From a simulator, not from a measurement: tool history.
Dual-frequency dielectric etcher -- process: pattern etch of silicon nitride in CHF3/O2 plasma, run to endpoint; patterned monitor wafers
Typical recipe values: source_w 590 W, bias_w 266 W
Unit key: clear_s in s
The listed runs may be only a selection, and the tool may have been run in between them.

run	hour	source_w	bias_w	incoming incoming film thickness, nm	clear_s
1	0	590	295	75.5	40.7
2	100.9	590	295	76.1	41.7
3	160.3	590	295	76.3	40.9
4	235.8	590	294	75.8	42.1
# hour 288.4: wet clean of the chamber
5	303.6	590	294	77.5	42.4
6	370.3	630	266	76.7	42.4
7	448.5	630	266	75.4	41.9
8	513.3	640	294	76	41
9	611.2	640	294	76.3	40.2
10	698.3	690	319	76.9	37.8
11	777.1	590	243	76.1	44.5
# hour 822.6: upper electrode replaced
# hour 824.1: wet clean of the chamber
12	868	590	243	76.2	44.3
13	950.8	490	216	76.1	48.5
14	1037	690	303	76.3	38.6
15	1115.6	500	266	75.6	44.1
16	1182.3	450	293	75.8	45.3
# hour 1200.4: bias power generator calibrated
17	1242.1	590	266	76	42.6
# hour 1301.6: wet clean of the chamber
18	1349.6	590	287	75.8	40.9
19	1444.3	740	204	75.8	43.5
# hour 1547.9: source power generator calibrated
20	1548.4	590	266	76.4	42.8
21	1611.9	590	237	75.4	44.3
22	1707	540	203	75.8	48.2
# hour 1787.2: wet clean of the chamber
23	1792.8	690	214	75.8	43.4
24	1865.2	590	237	75.6	44.3
25	1937.4	450	223	74.7	49.7
26	2022.7	590	266	76.1	43.5

Alternative continuations, all from the tool just after run 26; predict every row:
A	2023.1	590	266	76.4	?
B	2023.1	540	309	76.4	?
C	2023.1	440	248	76.4	?
D	2023.1	500	208	76.4	?

run	clear_s
A	43.3
B	42.2
C	49.1
D	50
Stripped of hidden state, with their random variation kept, the same runs would have yielded:
run	clear_s
A	43.3
B	42.2
C	49.1
D	50
